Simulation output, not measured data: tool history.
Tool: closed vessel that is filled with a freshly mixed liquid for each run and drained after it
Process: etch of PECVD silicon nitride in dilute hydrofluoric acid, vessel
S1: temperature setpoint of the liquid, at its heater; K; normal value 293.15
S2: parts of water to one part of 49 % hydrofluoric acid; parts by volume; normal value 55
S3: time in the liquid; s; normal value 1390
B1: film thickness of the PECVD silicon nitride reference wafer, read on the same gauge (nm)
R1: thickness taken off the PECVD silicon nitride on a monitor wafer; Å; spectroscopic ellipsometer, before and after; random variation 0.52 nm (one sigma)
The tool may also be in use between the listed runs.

{"run": 1, "hour": 0.0, "S1": 293.15, "S2": 55, "S3": 765, "B1": 129.98, "R1": 279.2}
{"run": 2, "hour": 13.1, "S1": 293.15, "S2": 55, "S3": 975, "B1": 130.03, "R1": 352.6}
{"run": 3, "hour": 28.7, "S1": 293.15, "S2": 45, "S3": 1390, "B1": 130.01, "R1": 615.6}
{"run": 4, "hour": 35.5, "S1": 293.15, "S2": 45, "S3": 1390, "B1": 129.98, "R1": 621.8}
{"run": 5, "hour": 45.1, "S1": 293.15, "S2": 75, "S3": 1390, "B1": 130, "R1": 376.5}
{"run": 6, "hour": 54.5, "S1": 293.15, "S2": 55, "S3": 1390, "B1": 129.98, "R1": 502.9}
{"run": 7, "hour": 72.3, "S1": 293.15, "S2": 55, "S3": 1390, "B1": 130.02, "R1": 499.1}
{"run": 8, "hour": 81.9, "S1": 293.15, "S2": 55, "S3": 2045, "B1": 130.04, "R1": 756.1}
{"run": 9, "hour": 90.9, "S1": 293.15, "S2": 55, "S3": 2045, "B1": 130, "R1": 742.6}
{"run": 10, "hour": 102.5, "S1": 293.15, "S2": 55, "S3": 1390, "B1": 129.98, "R1": 505.4}
{"run": 11, "hour": 109.7, "S1": 293.15, "S2": 55, "S3": 1390, "B1": 130.01, "R1": 505.8}
{"hour": 114.6, "done": "hydrofluoric acid flow meter replaced"}
{"run": 12, "hour": 120.8, "S1": 293.15, "S2": 55, "S3": 1390, "B1": 130, "R1": 511.5}
{"run": 13, "hour": 128.5, "S1": 297.15, "S2": 55, "S3": 605, "B1": 130.01, "R1": 291.7}
{"run": 14, "hour": 137.2, "S1": 293.15, "S2": 55, "S3": 1390, "B1": 130.02, "R1": 501.4}
{"run": 15, "hour": 151.6, "S1": 291.15, "S2": 55, "S3": 1390, "B1": 130.04, "R1": 431.1}
{"run": 16, "hour": 162.1, "S1": 297.15, "S2": 65, "S3": 1390, "B1": 129.96, "R1": 562.1}
{"hour": 169.6, "done": "thermometer replaced"}
{"run": 17, "hour": 173.8, "S1": 295.15, "S2": 55, "S3": 1390, "B1": 129.99, "R1": 684.1}
{"run": 18, "hour": 182.8, "S1": 290.15, "S2": 65, "S3": 1390, "B1": 130.02, "R1": 407.6}
{"run": 19, "hour": 190.0, "S1": 291.15, "S2": 55, "S3": 750, "B1": 129.98, "R1": 281.1}
{"run": 20, "hour": 196.3, "S1": 297.15, "S2": 30, "S3": 1390, "B1": 130.01, "R1": 1439.4}
{"hour": 206.1, "done": "gauge calibrated"}
{"run": 21, "hour": 212.8, "S1": 296.65, "S2": 55, "S3": 1390, "B1": 130, "R1": 751.5}
{"run": 22, "hour": 223.5, "S1": 293.15, "S2": 55, "S3": 1390, "B1": 129.99, "R1": 589.1}
{"run": 23, "hour": 235.0, "S1": 295.15, "S2": 55, "S3": 700, "B1": 129.99, "R1": 341}
{"run": 24, "hour": 250.4, "S1": 297.15, "S2": 55, "S3": 2005, "B1": 129.98, "R1": 1117.6}
{"run": 25, "hour": 256.5, "S1": 291.15, "S2": 35, "S3": 1390, "B1": 130.02, "R1": 793.2}
{"run": 26, "hour": 263.7, "S1": 293.15, "S2": 35, "S3": 1390, "B1": 129.98, "R1": 918.5}
{"run": 27, "hour": 271.1, "S1": 293.15, "S2": 55, "S3": 1390, "B1": 129.97, "R1": 590}
{"run": 28, "hour": 284.2, "S1": 293.15, "S2": 55, "S3": 1875, "B1": 130, "R1": 787.2}
{"run": 29, "hour": 297.6, "S1": 295.65, "S2": 65, "S3": 1390, "B1": 129.95, "R1": 594.4}
{"run": 30, "hour": 304.9, "S1": 293.15, "S2": 55, "S3": 1390, "B1": 129.98, "R1": 598.1}
{"run": 31, "hour": 320.8, "S1": 293.15, "S2": 55, "S3": 1160, "B1": 130.03, "R1": 493.3}

Consider 5 possible next runs. They are alternatives, not a sequence: every one starts from the tool as it was left by run 31. What does each give?
{"run": "A", "hour": 321.8, "S1": 290.15, "S2": 55, "S3": 1390, "B1": "?", "R1": "?"}
{"run": "B", "hour": 321.8, "S1": 293.15, "S2": 80, "S3": 945, "B1": "?", "R1": "?"}
{"run": "C", "hour": 321.8, "S1": 294.65, "S2": 55, "S3": 880, "B1": "?", "R1": "?"}
{"run": "D", "hour": 321.8, "S1": 295.15, "S2": 45, "S3": 1390, "B1": "?", "R1": "?"}
{"run": "E", "hour": 321.8, "S1": 293.15, "S2": 55, "S3": 1785, "B1": "?", "R1": "?"}

run=A B1=130.04 R1=475.9
run=B B1=130.04 R1=277.2
run=C B1=130.04 R1=412.5
run=D B1=130.04 R1=820.1
run=E B1=130.04 R1=754.5
The same runs, with their run-to-run variation unchanged, on a tool lacking any hidden condition would have given:
run=A R1=482.4
run=B R1=280.9
run=C R1=417.9
run=D R1=830.8
run=E R1=764.5

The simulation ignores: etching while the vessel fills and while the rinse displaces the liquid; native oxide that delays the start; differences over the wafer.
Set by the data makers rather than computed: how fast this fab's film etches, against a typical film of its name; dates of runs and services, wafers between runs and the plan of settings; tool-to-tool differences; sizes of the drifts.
